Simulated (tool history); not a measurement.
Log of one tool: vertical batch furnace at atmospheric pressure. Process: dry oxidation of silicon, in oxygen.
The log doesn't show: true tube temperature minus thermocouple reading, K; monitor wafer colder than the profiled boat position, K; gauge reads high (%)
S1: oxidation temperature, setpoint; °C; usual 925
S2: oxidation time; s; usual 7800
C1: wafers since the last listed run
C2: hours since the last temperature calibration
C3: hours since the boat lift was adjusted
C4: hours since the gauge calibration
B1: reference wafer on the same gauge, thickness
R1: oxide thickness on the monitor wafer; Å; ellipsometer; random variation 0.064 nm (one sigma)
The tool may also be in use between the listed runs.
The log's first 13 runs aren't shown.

{"run": 14, "hour": 209.4, "S1": 925, "S2": 7800, "C1": 136, "C2": 4704.2, "C3": 19.7, "C4": 152.6, "B1": 37.11, "R1": 403.7}
{"run": 15, "hour": 219.8, "S1": 925, "S2": 7800, "C1": 159, "C2": 4714.6, "C3": 30.1, "C4": 163, "B1": 37.1, "R1": 403.6}
{"run": 16, "hour": 229.3, "S1": 925, "S2": 7800, "C1": 145, "C2": 4724.1, "C3": 39.6, "C4": 172.5, "B1": 37.1, "R1": 403.7}
{"run": 17, "hour": 239.5, "S1": 942, "S2": 5490, "C1": 156, "C2": 4734.3, "C3": 49.8, "C4": 182.7, "B1": 37.11, "R1": 376.7}
{"run": 18, "hour": 254.4, "S1": 925, "S2": 7800, "C1": 228, "C2": 4749.2, "C3": 64.7, "C4": 197.6, "B1": 37.08, "R1": 404.3}
{"hour": 289.7, "done": "boat lift adjusted, repeated, since the last time left the tool worse"}
{"run": 19, "hour": 290.2, "S1": 925, "S2": 7800, "C1": 181, "C2": 4785, "C3": 0.5, "C4": 233.4, "B1": 37.1, "R1": 426.1}
{"run": 20, "hour": 295.3, "S1": 916, "S2": 8820, "C1": 78, "C2": 4790.1, "C3": 5.6, "C4": 238.5, "B1": 37.11, "R1": 422.8}
{"run": 21, "hour": 300.4, "S1": 925, "S2": 7800, "C1": 78, "C2": 4795.2, "C3": 10.7, "C4": 243.6, "B1": 37.09, "R1": 425.8}
{"run": 22, "hour": 305.6, "S1": 900, "S2": 6450, "C1": 79, "C2": 4800.4, "C3": 15.9, "C4": 248.8, "B1": 37.1, "R1": 287.6}
{"run": 23, "hour": 319.0, "S1": 918, "S2": 7800, "C1": 205, "C2": 4813.8, "C3": 29.3, "C4": 262.2, "B1": 37.11, "R1": 395.9}
{"run": 24, "hour": 333.3, "S1": 904, "S2": 7800, "C1": 219, "C2": 4828.1, "C3": 43.6, "C4": 276.5, "B1": 37.1, "R1": 341}
{"run": 25, "hour": 347.5, "S1": 925, "S2": 7800, "C1": 217, "C2": 4842.3, "C3": 57.8, "C4": 290.7, "B1": 37.1, "R1": 427}
{"run": 26, "hour": 358.7, "S1": 905, "S2": 5100, "C1": 171, "C2": 4853.5, "C3": 69, "C4": 301.9, "B1": 37.1, "R1": 259.7}
{"run": 27, "hour": 368.4, "S1": 925, "S2": 5160, "C1": 148, "C2": 4863.2, "C3": 78.7, "C4": 311.6, "B1": 37.1, "R1": 320.1}
{"run": 28, "hour": 389.7, "S1": 909, "S2": 9870, "C1": 326, "C2": 4884.5, "C3": 100, "C4": 332.9, "B1": 37.1, "R1": 424.2}
{"run": 29, "hour": 405.6, "S1": 948, "S2": 4740, "C1": 244, "C2": 4900.4, "C3": 115.9, "C4": 348.8, "B1": 37.11, "R1": 382.7}
{"hour": 444.2, "done": "gauge calibrated"}
{"hour": 461.4, "done": "thermocouples replaced and temperature profile calibrated"}
{"run": 30, "hour": 461.9, "S1": 932, "S2": 4620, "C1": 495, "C2": 0.5, "C3": 172.2, "C4": 17.7, "B1": 37.1, "R1": 317.6}
{"run": 31, "hour": 469.8, "S1": 925, "S2": 7800, "C1": 121, "C2": 8.4, "C3": 180.1, "C4": 25.6, "B1": 37.09, "R1": 426.1}
{"run": 32, "hour": 483.5, "S1": 925, "S2": 10860, "C1": 210, "C2": 22.1, "C3": 193.8, "C4": 39.3, "B1": 37.09, "R1": 543}

Forecast run 33:
{"run": 33, "hour": 504.4, "S1": 925, "S2": 4350, "C1": 320, "C2": 43, "C3": 214.7, "C4": 60.2, "B1": "?", "R1": "?"}

B1: 37.11
R1: 285.3 Å
Without the tool's hidden state the same run would have given R1 285.3 Å.
